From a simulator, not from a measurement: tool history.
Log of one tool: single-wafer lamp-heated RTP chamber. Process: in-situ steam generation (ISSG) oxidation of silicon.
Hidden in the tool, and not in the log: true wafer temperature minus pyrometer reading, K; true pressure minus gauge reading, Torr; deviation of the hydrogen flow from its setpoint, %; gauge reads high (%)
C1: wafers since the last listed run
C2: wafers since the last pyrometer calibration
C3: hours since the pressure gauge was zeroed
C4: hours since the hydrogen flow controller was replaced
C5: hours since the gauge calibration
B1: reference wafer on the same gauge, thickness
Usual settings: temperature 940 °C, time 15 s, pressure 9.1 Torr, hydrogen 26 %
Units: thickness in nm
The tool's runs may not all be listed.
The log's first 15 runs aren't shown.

Run 16, hour 1176.0: usual settings but time 20 s; C1 772; C2 5546; C3 584.6; C4 1455.2; C5 2357.4; B1 4.374. Result: thickness 4.905 nm.
Run 17, hour 1215.6: usual settings but hydrogen 29 %; C1 485; C2 6031; C3 624.2; C4 1494.8; C5 2397.0; B1 4.380. Result: thickness 4.460 nm.
Run 18, hour 1281.5: usual settings but temperature 946 °C, pressure 9.8 Torr; C1 807; C2 6839; C3 690.1; C4 1560.7; C5 2462.9; B1 4.371. Result: thickness 4.414 nm.
At hour 1307.6: gauge calibrated.
Run 19, hour 1343.3: usual settings but temperature 922 °C; C1 757; C2 7597; C3 751.9; C4 1622.5; C5 35.7; B1 4.369. Result: thickness 4.199 nm.
Run 20, hour 1403.6: usual settings but pressure 9.8 Torr; C1 739; C2 8336; C3 812.2; C4 1682.8; C5 96.0; B1 4.360. Result: thickness 4.298 nm.
At hour 1634.6: pyrometer window cleaned and pyrometer calibrated.
Run 21, hour 1645.0: usual settings but temperature 925 °C, pressure 10.1 Torr; C1 2861; C2 127; C3 1053.6; C4 1924.2; C5 337.4; B1 4.368. Result: thickness 4.119 nm.
Run 22, hour 1689.1: usual settings but temperature 950 °C, time 11 s, hydrogen 31 %; C1 540; C2 667; C3 1097.7; C4 1968.3; C5 381.5; B1 4.371. Result: thickness 4.193 nm.
Run 23, hour 1753.5: usual settings but pressure 10.0 Torr, hydrogen 30 %; C1 789; C2 1457; C3 1162.1; C4 2032.7; C5 445.9; B1 4.373. Result: thickness 4.442 nm.
Run 24, hour 1832.4: usual settings; C1 967; C2 2424; C3 1241.0; C4 2111.6; C5 524.8; B1 4.369. Result: thickness 4.370 nm.
Run 25, hour 1898.7: usual settings; C1 812; C2 3237; C3 1307.3; C4 2177.9; C5 591.1; B1 4.378. Result: thickness 4.325 nm.
Run 26, hour 2004.2: usual settings but temperature 953 °C, time 10 s, pressure 8.2 Torr; C1 1293; C2 4531; C3 1412.8; C4 2283.4; C5 696.6; B1 4.371. Result: thickness 3.943 nm.
Run 27, hour 2197.3: usual settings; C1 2367; C2 6898; C3 1605.9; C4 2476.5; C5 889.7; B1 4.370. Result: thickness 4.330 nm.
Run 28, hour 2269.9: usual settings but temperature 932 °C, time 13 s, pressure 7.9 Torr, hydrogen 23 %; C1 890; C2 7788; C3 1678.5; C4 2549.1; C5 962.3; B1 4.371. Result: thickness 3.968 nm.
At hour 2363.6: pyrometer window cleaned and pyrometer calibrated.
Run 29, hour 2364.1: usual settings but temperature 950 °C, time 21 s, pressure 10.2 Torr, hydrogen 32 %; C1 1056; C2 5; C3 1772.7; C4 2643.3; C5 1056.5; B1 4.370. Result: thickness 5.207 nm.
Run 30, hour 2465.0: usual settings but temperature 931 °C, time 20 s, pressure 8.6 Torr; C1 1237; C2 1242; C3 1873.6; C4 2744.2; C5 1157.4; B1 4.372. Result: thickness 4.772 nm.

5 ways to go on from here, each from the tool as it stands after run 30. What would each give?
Run A, hour 2465.4: usual settings but pressure 8.7 Torr; C1 4; C2 1247; C3 1874.0; C4 2744.6; C5 1157.8; B1 ?. Result: thickness ?.
Run B, hour 2465.4: usual settings but temperature 922 °C, time 10 s; C1 4; C2 1247; C3 1874.0; C4 2744.6; C5 1157.8; B1 ?. Result: thickness ?.
Run C, hour 2465.4: usual settings but time 10 s; C1 4; C2 1247; C3 1874.0; C4 2744.6; C5 1157.8; B1 ?. Result: thickness ?.
Run D, hour 2465.4: usual settings but temperature 923 °C, pressure 8.5 Torr; C1 4; C2 1247; C3 1874.0; C4 2744.6; C5 1157.8; B1 ?. Result: thickness ?.
Run E, hour 2465.4: usual settings but time 19 s, pressure 8.2 Torr; C1 4; C2 1247; C3 1874.0; C4 2744.6; C5 1157.8; B1 ?. Result: thickness ?.

run     B1  thickness
  A  4.372      4.379
  B  4.372      3.640
  C  4.372      3.773
  D  4.372      4.212
  E  4.372      4.807
Without the tool's hidden state the same runs would have given:
run  thickness
  A      4.379
  B      3.640
  C      3.773
  D      4.212
  E      4.807

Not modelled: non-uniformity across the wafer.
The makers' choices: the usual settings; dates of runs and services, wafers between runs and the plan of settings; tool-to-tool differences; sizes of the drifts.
